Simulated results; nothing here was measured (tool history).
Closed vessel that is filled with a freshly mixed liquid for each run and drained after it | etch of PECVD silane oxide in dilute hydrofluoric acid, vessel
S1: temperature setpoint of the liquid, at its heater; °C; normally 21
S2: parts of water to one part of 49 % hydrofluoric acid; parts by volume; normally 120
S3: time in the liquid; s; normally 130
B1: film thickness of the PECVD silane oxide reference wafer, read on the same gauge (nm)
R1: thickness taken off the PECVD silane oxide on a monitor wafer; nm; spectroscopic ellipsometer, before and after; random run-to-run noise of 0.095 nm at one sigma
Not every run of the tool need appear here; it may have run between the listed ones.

run     day    S1   S2   S3     B1     R1
  1       0    25  120  130     60  38.53
  2   0.458    21  120  130  60.01  33.14
  3   1.304    21  120  130  59.99  33.19
  4   1.883    21  120  130  59.99  32.96
  5   2.438    21  120  130  60.02  33.15
  6   3.154    21   85  130  60.01  48.66
  7     3.9    21   85  130  59.98  48.74
  8   4.233    21  120   70     60  17.78
  9   4.825    21  120  130  60.04  33.14
 10   5.146    21  120  130  59.99  33.18
      5.338  -- gauge calibrated
 11   5.804    21  120  130  60.01  33.22
 12   6.538    21  120  130     60  33.07
 13   7.183    21  120  130  59.98     33
 14   7.579    21  120  130  60.05  33.32
      7.738  -- hydrofluoric acid flow meter replaced
 15   8.025    21  120  130  60.03  31.27
 16    8.65  19.5  120  130  59.97  29.38
 17   9.292    21  160  130     60  22.43
 18   9.842    21  120  130     60  31.27
 19  10.129  25.5  150   65  60.01  14.36
 20  10.567    21  120  130  59.98  31.28
 21  11.033    17   60  185     60  80.48
 22  11.712    23  120  130  60.01   33.8
 23  12.125    18  120  200  60.04   42.7
 24    12.6    21  120  130  59.99  31.38

Run 25 is up next; what results do you expect?
 25  12.975  21  120  70   ?   ?

{"run 25": {"B1": 59.98, "R1": 16.88}}
The same run, on a tool lacking any hidden state, would have yielded R1 16.78 nm.
